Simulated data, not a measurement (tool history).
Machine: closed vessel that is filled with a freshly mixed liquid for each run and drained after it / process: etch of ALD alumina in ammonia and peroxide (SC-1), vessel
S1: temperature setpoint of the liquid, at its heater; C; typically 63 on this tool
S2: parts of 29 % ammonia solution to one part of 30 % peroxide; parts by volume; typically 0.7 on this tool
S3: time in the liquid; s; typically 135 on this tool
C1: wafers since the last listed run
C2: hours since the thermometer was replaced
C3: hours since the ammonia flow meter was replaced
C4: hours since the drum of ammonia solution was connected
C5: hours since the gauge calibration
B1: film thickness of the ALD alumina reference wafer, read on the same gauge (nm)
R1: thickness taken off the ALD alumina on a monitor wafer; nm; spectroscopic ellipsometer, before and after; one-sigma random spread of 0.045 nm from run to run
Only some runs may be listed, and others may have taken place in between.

run    hour    S1    S2   S3     C1      C2     C3     C4      C5      B1     R1
  1       0    63   0.7  135      0   194.7  654.8  254.9   276.2  139.98   8.07
       23.1  -- ammonia flow meter replaced
  2      81    63   0.7  135   5936   275.7   57.9  335.9   357.2     140   8.11
  3   169.4    63   0.7  135   6560   364.1  146.3  424.3   445.6  140.01   8.05
  4   267.4    63   0.7  135   7272   462.1  244.3  522.3   543.6     140    8.1
      347.3  -- new drum of ammonia solution connected
  5   366.6    63  0.95  135   7287   561.3  343.5   19.3   642.8  139.99   8.25
  6   406.7    63  0.95  135   2975   601.4  383.6   59.4   682.9     140   8.22
  7   477.9    63  0.95  135   5283   672.6  454.8  130.6   754.1  139.99   8.23
  8   535.9  59.5   0.9  135   4304   730.6  512.8  188.6   812.1  139.99   6.79
  9   603.4  59.5   0.9  135   5009   798.1  580.3  256.1   879.6  140.02   6.82
 10   654.6    70  0.45   70   3799   849.3  631.5  307.3   930.8  139.99   5.65
 11   736.6    63   0.6  135   6085   931.3  713.5  389.3  1012.8     140   7.81
 12   790.3    70   0.8  135   3985     985  767.2    443  1066.5  140.02  11.22
        849  -- ammonia flow meter replaced
 13   852.1    70   0.7  185   4512  1046.8    3.1  504.8  1128.3  140.04  15.34
      870.2  -- new drum of ammonia solution connected
 14   911.5    63   0.5   80   4333  1106.2   62.5   41.3  1187.7     140   4.55
 15  1013.8    60  0.95  135   7591  1208.5  164.8  143.6    1290  139.98   6.94
     1211.4  -- gauge calibrated
 16  1233.2    63  0.85  205  16281  1427.9  384.2    363    21.8  140.01  12.18
 17  1278.5    63   0.7  135   3361  1473.2  429.5  408.3    67.1  139.97   7.85
 18  1323.5    70   0.7  185   3339  1518.2  474.5  453.3   112.1  139.98  15.28
       1419  -- new drum of ammonia solution connected
 19  1427.3    66   0.7  200   7628    1622  578.3    8.3   215.9  140.03  13.41
     1458.6  -- thermometer replaced
 20  1535.1    58   0.6  190   7925    76.5  686.1  116.1   323.7  139.96    8.7
     1581.3  -- ammonia flow meter replaced
 21  1642.9    63   0.7  100   7925   184.3   61.6  223.9   431.5  139.96   6.01
 22  1732.1  65.5   0.4  110   6619   273.5  150.8  313.1   520.7  140.02   7.02
 23    1789    63   0.7  135   4222   330.4  207.7    370   577.6     140   8.01
 24  1829.7    67   0.5  205   3020   371.1  248.4  410.7   618.3  139.98  14.39
 25  1876.1  65.5   0.4  110   3443   417.5  294.8  457.1   664.7  139.97   6.99
 26  1933.4    54   0.4  180   4252   474.8  352.1  514.4     722     140   6.37
     1937.9  -- new drum of ammonia solution connected
 27  2006.7    63  0.85   85   5365   548.1  425.4   68.8   795.3  139.99   5.06
 28  2111.6    70   0.9  135   7784     653  530.3  173.7   900.2  140.01  11.47

What if the next run were any one of these 5? Each begins from the tool's condition after run 28:
  A  2112.3  63   0.7  135  51  653.7  531  174.4  900.9   ?   ?
  B  2112.3  56  0.85   60  51  653.7  531  174.4  900.9   ?   ?
  C  2112.3  63   0.5  135  51  653.7  531  174.4  900.9   ?   ?
  D  2112.3  63   0.9  135  51  653.7  531  174.4  900.9   ?   ?
  E  2112.3  60     1  210  51  653.7  531  174.4  900.9   ?   ?

run      B1     R1
  A  140.02   8.03
  B  140.02   2.53
  C  140.02   7.78
  D  140.02   8.23
  E  140.02  11.09
Without the tool's hidden state the same runs would have given:
run     R1
  A    8.2
  B   2.59
  C   7.94
  D    8.4
  E  11.33
